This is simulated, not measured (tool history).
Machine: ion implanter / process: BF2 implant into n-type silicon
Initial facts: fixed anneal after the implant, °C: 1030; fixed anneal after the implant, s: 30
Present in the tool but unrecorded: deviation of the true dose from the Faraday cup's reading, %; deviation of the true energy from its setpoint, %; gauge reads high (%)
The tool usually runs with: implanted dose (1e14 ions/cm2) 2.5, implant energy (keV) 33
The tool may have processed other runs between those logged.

| run | day | implanted dose (1e14 ions/cm2) | implant energy (keV) | wafers since the last listed run | hours since the last dose calibration | hours since the extraction supply was calibrated | hours since the gauge calibration | read-back reference wafer on the same gauge, sheet resistance | sheet resistance of the implanted and annealed layer (ohm/square) |
|---|---|---|---|---|---|---|---|---|---|
| 1 | 0 | 2.5 | 41 | 0 | 1096 | 2344.6 | 107.6 | 404.76 | 427.64 |
| 2 | 0.425 | 2.5 | 41 | 201 | 1106.2 | 2354.8 | 117.8 | 405 | 429.02 |
| 3 | 0.833 | 2.5 | 41 | 193 | 1116 | 2364.6 | 127.6 | 405.1 | 427.54 |
| 4 | 1.446 | 2.9 | 40.5 | 290 | 1130.7 | 2379.3 | 142.3 | 405 | 379.5 |
|  | 1.521 | gauge calibrated |
| 5 | 2.008 | 2.9 | 40.5 | 266 | 1144.2 | 2392.8 | 11.7 | 405.03 | 377.13 |
| 6 | 2.704 | 2.9 | 40.5 | 329 | 1160.9 | 2409.5 | 28.4 | 405.15 | 376.82 |
| 7 | 3.167 | 2.03 | 33 | 219 | 1172 | 2420.6 | 39.5 | 405.08 | 521.08 |
| 8 | 3.433 | 2.03 | 33 | 126 | 1178.4 | 2427 | 45.9 | 404.76 | 521.64 |
| 9 | 4.046 | 2.5 | 33 | 290 | 1193.1 | 2441.7 | 60.6 | 405.17 | 436.61 |
| 10 | 4.45 | 2.5 | 33 | 191 | 1202.8 | 2451.4 | 70.3 | 405.25 | 437.38 |
|  | 5.067 | Faraday cup replaced and dose calibrated |
| 11 | 5.088 | 2.5 | 33 | 144 | 0.5 | 2466.7 | 85.6 | 405.09 | 421.97 |
| 12 | 5.342 | 2.82 | 33 | 120 | 6.6 | 2472.8 | 91.7 | 404.98 | 381.76 |
|  | 5.962 | extraction supply calibrated |
| 13 | 6.079 | 2.5 | 42 | 191 | 24.3 | 2.8 | 109.4 | 405.26 | 412.32 |
| 14 | 6.471 | 2.5 | 33 | 185 | 33.7 | 12.2 | 118.8 | 405.34 | 423.06 |
| 15 | 7.217 | 2.28 | 24.5 | 353 | 51.6 | 30.1 | 136.7 | 405.23 | 472.02 |
| 16 | 7.562 | 2.71 | 43.5 | 163 | 59.9 | 38.4 | 145 | 405.1 | 386.17 |
| 17 | 7.954 | 2.97 | 33 | 185 | 69.3 | 47.8 | 154.4 | 404.74 | 367.6 |
| 18 | 8.504 | 2.26 | 43.5 | 260 | 82.5 | 61 | 167.6 | 405.2 | 448.63 |

What does the tool deliver on the next run?
| 19 | 9.058 | 1.95 | 33 | 262 | 95.8 | 74.3 | 180.9 | ? | ? |

Run 19 gave read-back reference wafer on the same gauge, sheet resistance 404.89, sheet resistance of the implanted and annealed layer (ohm/square) 523.58.
On a tool with no hidden condition, and with the same random variation, this run would have come out at sheet resistance of the implanted and annealed layer (ohm/square) 516.6.
